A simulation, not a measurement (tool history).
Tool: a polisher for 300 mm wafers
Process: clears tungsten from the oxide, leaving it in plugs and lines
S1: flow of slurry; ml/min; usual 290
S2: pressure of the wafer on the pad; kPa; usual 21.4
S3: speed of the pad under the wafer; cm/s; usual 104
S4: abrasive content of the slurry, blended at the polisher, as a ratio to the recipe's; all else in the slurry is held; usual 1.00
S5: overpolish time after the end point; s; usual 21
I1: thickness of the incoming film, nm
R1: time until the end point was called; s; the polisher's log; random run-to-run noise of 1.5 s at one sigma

run,hour,S1,S2,S3,S4,S5,I1,R1
1,0.0,290,21.4,104,1.00,21,369.5,103.7
# hour 12.7: slurry tank refilled with fresh slurry and peroxide
2,34.8,290,21.4,104,1.00,21,365.7,103.4
# hour 65.1: slurry blender recalibrated
3,67.1,290,21.4,104,1.00,21,373.4,98.8
4,158.3,290,21.4,104,1.00,21,360.8,101.0
5,185.2,290,21.4,104,1.00,21,366.8,105.5
6,243.8,290,28.3,134,1.00,13,366.9,65.9
# hour 271.7: worn pad replaced by a new one
7,307.5,290,18.6,104,1.00,21,370.4,112.7
8,373.6,290,21.4,104,1.25,21,364.2,94.7
# hour 403.6: slurry nozzle cleaned
# hour 406.4: slurry tank refilled with fresh slurry and peroxide
# hour 419.5: head pressure recalibrated
9,436.5,290,21.4,104,1.00,21,366.4,109.1
10,478.5,210,21.4,104,1.00,10,365.5,115.0
11,545.1,290,21.4,104,1.00,21,361.7,116.4
# hour 561.6: slurry blender recalibrated
12,570.7,290,21.4,104,1.00,21,363.4,95.5
13,614.4,290,21.4,104,0.90,21,372.7,108.3
14,656.5,290,14.5,128,1.00,13,367.4,126.1
# hour 680.3: worn pad replaced by a new one
15,690.0,290,25.5,104,1.00,21,358.3,79.7
16,747.8,290,26.2,76,1.00,32,368.6,112.1
17,813.3,255,21.4,92,1.15,26,369.1,113.0
18,851.0,290,21.4,104,1.00,21,367.5,105.5
# hour 870.6: head pressure recalibrated
# hour 905.5: slurry tank refilled with fresh slurry and peroxide
19,975.7,290,17.9,104,1.00,21,367.6,134.9
# hour 1030.5: slurry blender recalibrated
20,1031.0,290,25.5,104,0.80,8,372.8,95.5
# hour 1053.3: slurry nozzle cleaned
21,1084.0,290,21.4,104,1.00,21,362.8,103.2
22,1119.7,365,17.2,104,0.85,28,365.4,140.4
# hour 1156.3: worn pad replaced by a new one
23,1186.5,290,16.5,114,1.10,17,363.1,109.4
24,1216.7,290,21.4,104,1.00,21,367.2,98.4
25,1274.3,370,21.4,84,1.00,27,366.2,123.5
26,1309.5,290,29.0,104,1.20,21,366.7,71.5

Each row is a separate what-if for the run after 26, all from the same tool condition, not one after another. Results?
A,1310.0,290,21.4,104,1.00,21,370.2,?
B,1310.0,240,17.2,104,0.85,25,370.2,?
C,1310.0,320,14.5,104,1.20,21,370.2,?
D,1310.0,290,28.3,92,0.70,34,370.2,?

run,R1
A,105.0
B,141.4
C,144.1
D,103.4
The same runs, with their run-to-run variation unchanged, on a tool lacking any hidden condition would have given:
run,R1
A,93.7
B,126.5
C,128.3
D,92.9
